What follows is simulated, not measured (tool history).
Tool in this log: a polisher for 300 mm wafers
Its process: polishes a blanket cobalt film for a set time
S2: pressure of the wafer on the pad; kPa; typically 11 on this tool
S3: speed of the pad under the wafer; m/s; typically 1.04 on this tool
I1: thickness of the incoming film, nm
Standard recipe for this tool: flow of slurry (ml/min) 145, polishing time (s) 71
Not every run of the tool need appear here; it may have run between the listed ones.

run 1 hour=0 | flow_of_slurry_(ml/min)=145 S2=11 S3=1.04 polishing_time_(s)=71 | I1=1305.8 | film_removed_(nm)=284.5
run 2 hour=86.6 | flow_of_slurry_(ml/min)=145 S2=11 S3=1.04 polishing_time_(s)=71 | I1=1313.7 | film_removed_(nm)=267.1
-- hour=122.2 slurry nozzle cleaned
-- hour=187.2 worn pad replaced by a new one
run 3 hour=192.2 | flow_of_slurry_(ml/min)=145 S2=11 S3=1.04 polishing_time_(s)=71 | I1=1336 | film_removed_(nm)=301.4
run 4 hour=257.7 | flow_of_slurry_(ml/min)=145 S2=11 S3=1.04 polishing_time_(s)=71 | I1=1293.8 | film_removed_(nm)=279.9
run 5 hour=361.6 | flow_of_slurry_(ml/min)=145 S2=11 S3=1.04 polishing_time_(s)=71 | I1=1303.2 | film_removed_(nm)=265
-- hour=375.7 slurry nozzle cleaned
-- hour=415.5 worn pad replaced by a new one
run 6 hour=446.9 | flow_of_slurry_(ml/min)=145 S2=11 S3=1.04 polishing_time_(s)=71 | I1=1303 | film_removed_(nm)=293.9
run 7 hour=525.2 | flow_of_slurry_(ml/min)=145 S2=11 S3=1.04 polishing_time_(s)=71 | I1=1300.5 | film_removed_(nm)=276.6
run 8 hour=567.3 | flow_of_slurry_(ml/min)=145 S2=11 S3=1.04 polishing_time_(s)=71 | I1=1281.7 | film_removed_(nm)=265.5
run 9 hour=615.1 | flow_of_slurry_(ml/min)=105 S2=11 S3=1.04 polishing_time_(s)=71 | I1=1310.6 | film_removed_(nm)=238.7
-- hour=653.2 slurry nozzle cleaned
-- hour=671.7 worn pad replaced by a new one
run 10 hour=721.9 | flow_of_slurry_(ml/min)=110 S2=9.7 S3=0.82 polishing_time_(s)=96 | I1=1300 | film_removed_(nm)=259.8
-- hour=755.4 head pressure recalibrated
run 11 hour=777.1 | flow_of_slurry_(ml/min)=160 S2=11 S3=1.04 polishing_time_(s)=90 | I1=1326 | film_removed_(nm)=358.2
run 12 hour=876.8 | flow_of_slurry_(ml/min)=145 S2=11 S3=1.04 polishing_time_(s)=79 | I1=1289 | film_removed_(nm)=291.7
-- hour=934.4 slurry nozzle cleaned
run 13 hour=946.1 | flow_of_slurry_(ml/min)=100 S2=7.6 S3=1.28 polishing_time_(s)=80 | I1=1323.4 | film_removed_(nm)=247.4
-- hour=957.1 worn pad replaced by a new one
run 14 hour=1052.4 | flow_of_slurry_(ml/min)=145 S2=14.5 S3=1.22 polishing_time_(s)=56 | I1=1288.9 | film_removed_(nm)=348.3
run 15 hour=1142.4 | flow_of_slurry_(ml/min)=145 S2=11 S3=1.04 polishing_time_(s)=71 | I1=1329.3 | film_removed_(nm)=259.3
-- hour=1242.7 slurry nozzle cleaned
run 16 hour=1246.1 | flow_of_slurry_(ml/min)=160 S2=11 S3=1.04 polishing_time_(s)=90 | I1=1329 | film_removed_(nm)=360.9
-- hour=1261.1 worn pad replaced by a new one
run 17 hour=1341.6 | flow_of_slurry_(ml/min)=115 S2=11 S3=1.24 polishing_time_(s)=71 | I1=1290 | film_removed_(nm)=322.8

Here are 5 independent what-if runs from the current tool condition. What would each one return?
run A hour=1342 | flow_of_slurry_(ml/min)=145 S2=11 S3=0.92 polishing_time_(s)=71 | I1=1308.2 | film_removed_(nm)=?
run B hour=1342 | flow_of_slurry_(ml/min)=180 S2=11 S3=1.04 polishing_time_(s)=71 | I1=1308.2 | film_removed_(nm)=?
run C hour=1342 | flow_of_slurry_(ml/min)=145 S2=13.8 S3=1.04 polishing_time_(s)=71 | I1=1308.2 | film_removed_(nm)=?
run D hour=1342 | flow_of_slurry_(ml/min)=130 S2=7.6 S3=0.78 polishing_time_(s)=59 | I1=1308.2 | film_removed_(nm)=?
run E hour=1342 | flow_of_slurry_(ml/min)=145 S2=11 S3=1.16 polishing_time_(s)=71 | I1=1308.2 | film_removed_(nm)=?

run=A film_removed_(nm)=253.9
run=B film_removed_(nm)=300.6
run=C film_removed_(nm)=355
run=D film_removed_(nm)=122.7
run=E film_removed_(nm)=320.2
With the hidden condition removed and each run's random variation left untouched, the same runs would have given:
run=A film_removed_(nm)=287.1
run=B film_removed_(nm)=335.7
run=C film_removed_(nm)=401.4
run=D film_removed_(nm)=139.6
run=E film_removed_(nm)=362
